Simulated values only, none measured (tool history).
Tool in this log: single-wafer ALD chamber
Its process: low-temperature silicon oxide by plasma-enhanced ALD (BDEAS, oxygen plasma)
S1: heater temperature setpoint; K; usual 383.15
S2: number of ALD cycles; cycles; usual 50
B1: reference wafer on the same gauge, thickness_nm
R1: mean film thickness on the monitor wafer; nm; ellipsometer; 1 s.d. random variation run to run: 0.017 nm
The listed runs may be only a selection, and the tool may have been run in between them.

Run 1, day 0.000: usual settings; B1 7.161. Result: R1 6.799 nm.
Run 2, day 1.304: usual settings; B1 7.156. Result: R1 6.781 nm.
Run 3, day 2.808: usual settings; B1 7.151. Result: R1 6.806 nm.
Run 4, day 4.271: usual settings but S2 52 cycles; B1 7.143. Result: R1 7.036 nm.
Run 5, day 5.883: usual settings but S2 52 cycles; B1 7.135. Result: R1 7.028 nm.
Run 6, day 8.412: usual settings but S2 52 cycles; B1 7.121. Result: R1 7.014 nm.
Run 7, day 11.162: usual settings; B1 7.113. Result: R1 6.698 nm.
Run 8, day 12.979: usual settings but S1 372.15 K; B1 7.105. Result: R1 6.844 nm.
Run 9, day 14.700: usual settings but S1 372.15 K; B1 7.104. Result: R1 6.845 nm.
Run 10, day 17.379: usual settings but S2 57 cycles; B1 7.089. Result: R1 7.650 nm.
Run 11, day 20.171: usual settings but S1 375.15 K, S2 55 cycles; B1 7.079. Result: R1 7.421 nm.
At day 26.362: gauge calibrated.
Run 12, day 26.721: usual settings but S1 397.15 K; B1 7.152. Result: R1 6.659 nm.
Run 13, day 28.329: usual settings but S2 52 cycles; B1 7.152. Result: R1 7.039 nm.
At day 29.767: thermocouple changed; heater temperature recalibrated.
Run 14, day 29.788: usual settings; B1 7.144. Result: R1 6.788 nm.
Run 15, day 32.171: usual settings but S1 388.15 K, S2 57 cycles; B1 7.138. Result: R1 7.666 nm.
Run 16, day 33.350: usual settings but S1 375.15 K, S2 55 cycles; B1 7.121. Result: R1 7.476 nm.
Run 17, day 34.967: usual settings but S1 391.15 K, S2 54 cycles; B1 7.123. Result: R1 7.171 nm.
Run 18, day 36.929: usual settings but S1 398.15 K, S2 47 cycles; B1 7.113. Result: R1 6.193 nm.
Run 19, day 39.046: usual settings but S1 374.15 K, S2 57 cycles; B1 7.097. Result: R1 7.781 nm.
Run 20, day 40.088: usual settings but S1 371.15 K, S2 58 cycles; B1 7.100. Result: R1 7.956 nm.
Run 21, day 41.575: usual settings but S1 373.15 K, S2 41 cycles; B1 7.087. Result: R1 5.588 nm.

Here are 5 independent what-if runs from the current tool condition. What would each one return?
Run A, day 41.596: usual settings; B1 ?. Result: R1 ?.
Run B, day 41.596: usual settings but S1 376.15 K, S2 59 cycles; B1 ?. Result: R1 ?.
Run C, day 41.596: usual settings but S1 376.15 K; B1 ?. Result: R1 ?.
Run D, day 41.596: usual settings but S2 54 cycles; B1 ?. Result: R1 ?.
Run E, day 41.596: usual settings but S2 47 cycles; B1 ?. Result: R1 ?.

run     B1     R1
  A  7.087  6.705
  B  7.087  8.002
  C  7.087  6.781
  D  7.087  7.242
  E  7.087  6.303
Without the tool's unlogged condition, the same runs would have read:
run     R1
  A  6.793
  B  8.106
  C  6.870
  D  7.336
  E  6.385
